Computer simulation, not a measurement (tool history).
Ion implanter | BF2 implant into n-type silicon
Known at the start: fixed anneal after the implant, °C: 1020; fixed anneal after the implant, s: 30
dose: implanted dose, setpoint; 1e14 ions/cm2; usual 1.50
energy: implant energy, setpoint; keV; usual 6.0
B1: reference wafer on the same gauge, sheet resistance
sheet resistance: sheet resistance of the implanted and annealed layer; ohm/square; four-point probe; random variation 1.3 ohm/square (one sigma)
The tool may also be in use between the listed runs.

run 1 hour=0.0 | dose=1.50 energy=6.0 | B1=724.93 | sheet_resistance=835.53
run 2 hour=138.2 | dose=1.69 energy=6.5 | B1=725.13 | sheet_resistance=741.71
run 3 hour=164.9 | dose=1.69 energy=6.5 | B1=725.11 | sheet_resistance=742.04
run 4 hour=213.6 | dose=1.50 energy=6.0 | B1=724.75 | sheet_resistance=830.38
run 5 hour=282.5 | dose=1.50 energy=6.0 | B1=724.87 | sheet_resistance=831.01
-- hour=318.5 gauge calibrated
run 6 hour=345.4 | dose=1.50 energy=6.0 | B1=724.64 | sheet_resistance=829.84
run 7 hour=377.6 | dose=1.50 energy=6.0 | B1=724.93 | sheet_resistance=829.96
run 8 hour=414.5 | dose=1.50 energy=6.0 | B1=725.05 | sheet_resistance=830.41
run 9 hour=481.1 | dose=1.50 energy=6.0 | B1=724.97 | sheet_resistance=830.26
run 10 hour=528.9 | dose=1.31 energy=6.0 | B1=724.96 | sheet_resistance=931.74
run 11 hour=553.9 | dose=1.26 energy=7.5 | B1=724.86 | sheet_resistance=936.00
-- hour=597.6 Faraday cup replaced and dose calibrated
run 12 hour=608.4 | dose=1.50 energy=6.0 | B1=725.09 | sheet_resistance=837.66
run 13 hour=649.3 | dose=1.50 energy=6.0 | B1=724.90 | sheet_resistance=837.00
-- hour=739.9 extraction supply calibrated
run 14 hour=768.4 | dose=1.76 energy=7.0 | B1=724.99 | sheet_resistance=710.55
run 15 hour=821.0 | dose=1.37 energy=5.0 | B1=724.70 | sheet_resistance=928.37
run 16 hour=872.2 | dose=1.70 energy=7.5 | B1=724.97 | sheet_resistance=720.74
run 17 hour=928.3 | dose=1.88 energy=8.0 | B1=725.07 | sheet_resistance=655.36

Forecast each of these 4 alternatives for the next run:
run A hour=928.7 | dose=1.88 energy=6.0 | B1=? | sheet_resistance=?
run B hour=928.7 | dose=1.05 energy=8.0 | B1=? | sheet_resistance=?
run C hour=928.7 | dose=1.11 energy=7.0 | B1=? | sheet_resistance=?
run D hour=928.7 | dose=1.08 energy=6.0 | B1=? | sheet_resistance=?

run=A B1=724.93 sheet_resistance=686.56
run=B B1=724.93 sheet_resistance=1093.65
run=C B1=724.93 sheet_resistance=1059.12
run=D B1=724.93 sheet_resistance=1107.13
Without the tool's hidden state the same runs would have given:
run=A sheet_resistance=692.19
run=B sheet_resistance=1103.18
run=C sheet_resistance=1068.40
run=D sheet_resistance=1116.77

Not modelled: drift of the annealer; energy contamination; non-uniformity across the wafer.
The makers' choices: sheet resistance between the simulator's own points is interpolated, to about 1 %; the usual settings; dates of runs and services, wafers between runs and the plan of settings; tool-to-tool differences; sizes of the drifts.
